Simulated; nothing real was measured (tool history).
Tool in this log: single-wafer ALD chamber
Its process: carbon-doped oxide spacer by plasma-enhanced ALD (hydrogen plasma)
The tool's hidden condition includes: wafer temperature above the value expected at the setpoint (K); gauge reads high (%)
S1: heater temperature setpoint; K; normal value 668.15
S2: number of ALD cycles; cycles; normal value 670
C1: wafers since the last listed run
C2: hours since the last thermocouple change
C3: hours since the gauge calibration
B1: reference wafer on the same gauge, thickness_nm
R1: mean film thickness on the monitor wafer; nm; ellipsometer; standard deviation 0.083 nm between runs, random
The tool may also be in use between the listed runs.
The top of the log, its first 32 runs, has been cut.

run    hour      S1   S2  C1     C2     C3      B1      R1
 33  1566.1  668.15  670  21  353.6  373.9  33.786  33.444
 34  1608.1  668.15  726  33  395.6  415.9  33.804  36.062
 35  1674.6  660.15  627  53  462.1  482.4  33.805  31.126
 36  1702.2  668.15  610  22  489.7  510.0  33.797  30.426
 37  1764.5  656.15  577  49  552.0  572.3  33.785  28.721
 38  1809.7  668.15  670  36  597.2  617.5  33.808  33.247
 39  1838.2  668.15  670  22  625.7  646.0  33.811  33.271
 40  1949.3  680.15  773  89  736.8  757.1  33.813  37.491

Expected results for the next run?
 41  1976.1  668.15  670  21  763.6  783.9   ?   ?

{"run 41": {"B1": 33.809, "R1": 33.212}}
If the tool had no hidden condition, the same run with the same run-to-run variation would have returned R1 33.212 nm.
